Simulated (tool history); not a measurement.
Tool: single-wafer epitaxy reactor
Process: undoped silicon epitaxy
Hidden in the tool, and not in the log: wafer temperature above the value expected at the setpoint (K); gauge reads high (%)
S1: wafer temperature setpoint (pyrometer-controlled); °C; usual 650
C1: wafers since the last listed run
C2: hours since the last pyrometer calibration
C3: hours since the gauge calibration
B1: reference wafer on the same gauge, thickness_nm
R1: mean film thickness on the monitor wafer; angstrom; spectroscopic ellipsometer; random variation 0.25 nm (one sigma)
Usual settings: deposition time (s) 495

{"run": 1, "hour": 0.0, "S1": 650, "deposition time (s)": 430, "C1": 0, "C2": 2266.5, "C3": 222.3, "B1": 90.67, "R1": 650.1}
{"run": 2, "hour": 12.2, "S1": 650, "deposition time (s)": 430, "C1": 48, "C2": 2278.7, "C3": 234.5, "B1": 90.721, "R1": 647.93}
{"run": 3, "hour": 29.8, "S1": 650, "deposition time (s)": 495, "C1": 69, "C2": 2296.3, "C3": 252.1, "B1": 90.741, "R1": 750.26}
{"run": 4, "hour": 45.4, "S1": 638, "deposition time (s)": 429, "C1": 61, "C2": 2311.9, "C3": 267.7, "B1": 90.724, "R1": 506.62}
{"run": 5, "hour": 61.2, "S1": 638, "deposition time (s)": 429, "C1": 62, "C2": 2327.7, "C3": 283.5, "B1": 90.698, "R1": 505.79}
{"run": 6, "hour": 72.0, "S1": 650, "deposition time (s)": 495, "C1": 42, "C2": 2338.5, "C3": 294.3, "B1": 90.688, "R1": 746.65}
{"run": 7, "hour": 81.8, "S1": 650, "deposition time (s)": 495, "C1": 38, "C2": 2348.3, "C3": 304.1, "B1": 90.703, "R1": 746.88}
{"run": 8, "hour": 99.3, "S1": 650, "deposition time (s)": 495, "C1": 68, "C2": 2365.8, "C3": 321.6, "B1": 90.655, "R1": 744.75}
{"run": 9, "hour": 121.7, "S1": 650, "deposition time (s)": 495, "C1": 88, "C2": 2388.2, "C3": 344.0, "B1": 90.696, "R1": 743.12}
{"run": 10, "hour": 134.4, "S1": 650, "deposition time (s)": 495, "C1": 50, "C2": 2400.9, "C3": 356.7, "B1": 90.638, "R1": 746.05}
{"run": 11, "hour": 141.0, "S1": 650, "deposition time (s)": 495, "C1": 26, "C2": 2407.5, "C3": 363.3, "B1": 90.711, "R1": 743.33}
{"run": 12, "hour": 148.9, "S1": 650, "deposition time (s)": 495, "C1": 31, "C2": 2415.4, "C3": 371.2, "B1": 90.698, "R1": 745.7}
{"run": 13, "hour": 160.7, "S1": 638, "deposition time (s)": 495, "C1": 46, "C2": 2427.2, "C3": 383.0, "B1": 90.642, "R1": 585.82}
{"run": 14, "hour": 168.5, "S1": 650, "deposition time (s)": 495, "C1": 30, "C2": 2435.0, "C3": 390.8, "B1": 90.697, "R1": 740.63}
{"run": 15, "hour": 178.9, "S1": 657, "deposition time (s)": 495, "C1": 40, "C2": 2445.4, "C3": 401.2, "B1": 90.696, "R1": 858.4}
{"run": 16, "hour": 186.6, "S1": 657, "deposition time (s)": 495, "C1": 30, "C2": 2453.1, "C3": 408.9, "B1": 90.66, "R1": 851.83}
{"run": 17, "hour": 194.8, "S1": 650, "deposition time (s)": 456, "C1": 32, "C2": 2461.3, "C3": 417.1, "B1": 90.666, "R1": 684.25}
{"run": 18, "hour": 208.1, "S1": 650, "deposition time (s)": 456, "C1": 52, "C2": 2474.6, "C3": 430.4, "B1": 90.699, "R1": 680.02}
{"hour": 216.5, "done": "pyrometer calibrated"}
{"run": 19, "hour": 217.3, "S1": 650, "deposition time (s)": 495, "C1": 4, "C2": 0.8, "C3": 439.6, "B1": 90.659, "R1": 812.78}
{"run": 20, "hour": 232.6, "S1": 655, "deposition time (s)": 495, "C1": 60, "C2": 16.1, "C3": 454.9, "B1": 90.704, "R1": 897.82}
{"run": 21, "hour": 243.9, "S1": 650, "deposition time (s)": 460, "C1": 44, "C2": 27.4, "C3": 466.2, "B1": 90.694, "R1": 752.12}
{"run": 22, "hour": 257.3, "S1": 661, "deposition time (s)": 495, "C1": 52, "C2": 40.8, "C3": 479.6, "B1": 90.709, "R1": 1011.83}
{"run": 23, "hour": 273.3, "S1": 665, "deposition time (s)": 452, "C1": 63, "C2": 56.8, "C3": 495.6, "B1": 90.7, "R1": 994.33}
{"run": 24, "hour": 280.6, "S1": 660, "deposition time (s)": 440, "C1": 28, "C2": 64.1, "C3": 502.9, "B1": 90.672, "R1": 880.2}
{"run": 25, "hour": 290.6, "S1": 650, "deposition time (s)": 456, "C1": 39, "C2": 74.1, "C3": 512.9, "B1": 90.725, "R1": 746.35}
{"run": 26, "hour": 296.8, "S1": 662, "deposition time (s)": 420, "C1": 24, "C2": 80.3, "C3": 519.1, "B1": 90.62, "R1": 873.76}
{"run": 27, "hour": 307.1, "S1": 650, "deposition time (s)": 495, "C1": 40, "C2": 90.6, "C3": 529.4, "B1": 90.689, "R1": 808.39}
{"run": 28, "hour": 315.6, "S1": 638, "deposition time (s)": 527, "C1": 33, "C2": 99.1, "C3": 537.9, "B1": 90.722, "R1": 675.33}
{"run": 29, "hour": 326.6, "S1": 650, "deposition time (s)": 495, "C1": 43, "C2": 110.1, "C3": 548.9, "B1": 90.694, "R1": 806.11}
{"run": 30, "hour": 336.3, "S1": 664, "deposition time (s)": 495, "C1": 38, "C2": 119.8, "C3": 558.6, "B1": 90.707, "R1": 1063.85}
{"run": 31, "hour": 349.5, "S1": 641, "deposition time (s)": 548, "C1": 52, "C2": 133.0, "C3": 571.8, "B1": 90.692, "R1": 744.84}
{"run": 32, "hour": 365.9, "S1": 650, "deposition time (s)": 495, "C1": 64, "C2": 149.4, "C3": 588.2, "B1": 90.69, "R1": 806.81}
{"hour": 368.8, "done": "gauge calibrated"}
{"run": 33, "hour": 377.2, "S1": 646, "deposition time (s)": 397, "C1": 44, "C2": 160.7, "C3": 8.4, "B1": 90.704, "R1": 601.86}
{"run": 34, "hour": 392.9, "S1": 638, "deposition time (s)": 527, "C1": 61, "C2": 176.4, "C3": 24.1, "B1": 90.69, "R1": 674.23}
{"run": 35, "hour": 406.9, "S1": 635, "deposition time (s)": 399, "C1": 55, "C2": 190.4, "C3": 38.1, "B1": 90.719, "R1": 479.0}
{"run": 36, "hour": 447.7, "S1": 660, "deposition time (s)": 470, "C1": 160, "C2": 231.2, "C3": 78.9, "B1": 90.748, "R1": 930.21}
{"run": 37, "hour": 456.6, "S1": 646, "deposition time (s)": 536, "C1": 35, "C2": 240.1, "C3": 87.8, "B1": 90.741, "R1": 804.51}
{"run": 38, "hour": 469.8, "S1": 650, "deposition time (s)": 495, "C1": 52, "C2": 253.3, "C3": 101.0, "B1": 90.713, "R1": 801.01}
{"run": 39, "hour": 485.6, "S1": 656, "deposition time (s)": 440, "C1": 62, "C2": 269.1, "C3": 116.8, "B1": 90.639, "R1": 804.88}
{"run": 40, "hour": 496.2, "S1": 660, "deposition time (s)": 432, "C1": 41, "C2": 279.7, "C3": 127.4, "B1": 90.763, "R1": 855.73}
{"run": 41, "hour": 503.9, "S1": 650, "deposition time (s)": 495, "C1": 30, "C2": 287.4, "C3": 135.1, "B1": 90.677, "R1": 805.97}
{"run": 42, "hour": 517.7, "S1": 639, "deposition time (s)": 401, "C1": 54, "C2": 301.2, "C3": 148.9, "B1": 90.704, "R1": 521.2}
{"run": 43, "hour": 529.0, "S1": 650, "deposition time (s)": 495, "C1": 44, "C2": 312.5, "C3": 160.2, "B1": 90.694, "R1": 804.7}
{"run": 44, "hour": 541.3, "S1": 660, "deposition time (s)": 581, "C1": 48, "C2": 324.8, "C3": 172.5, "B1": 90.745, "R1": 1141.79}
{"run": 45, "hour": 573.5, "S1": 650, "deposition time (s)": 568, "C1": 126, "C2": 357.0, "C3": 204.7, "B1": 90.706, "R1": 924.72}

Forecast each of these 4 alternatives for the next run:
{"run": "A", "hour": 574.0, "S1": 650, "deposition time (s)": 495, "C1": 1, "C2": 357.5, "C3": 205.2, "B1": "?", "R1": "?"}
{"run": "B", "hour": 574.0, "S1": 644, "deposition time (s)": 436, "C1": 1, "C2": 357.5, "C3": 205.2, "B1": "?", "R1": "?"}
{"run": "C", "hour": 574.0, "S1": 656, "deposition time (s)": 495, "C1": 1, "C2": 357.5, "C3": 205.2, "B1": "?", "R1": "?"}
{"run": "D", "hour": 574.0, "S1": 650, "deposition time (s)": 464, "C1": 1, "C2": 357.5, "C3": 205.2, "B1": "?", "R1": "?"}

run=A B1=90.662 R1=799.94
run=B B1=90.662 R1=624.65
run=C B1=90.662 R1=901.03
run=D B1=90.662 R1=749.84
Without the tool's hidden state the same runs would have given:
run=A R1=808.61
run=B R1=631.50
run=C R1=910.68
run=D R1=757.97

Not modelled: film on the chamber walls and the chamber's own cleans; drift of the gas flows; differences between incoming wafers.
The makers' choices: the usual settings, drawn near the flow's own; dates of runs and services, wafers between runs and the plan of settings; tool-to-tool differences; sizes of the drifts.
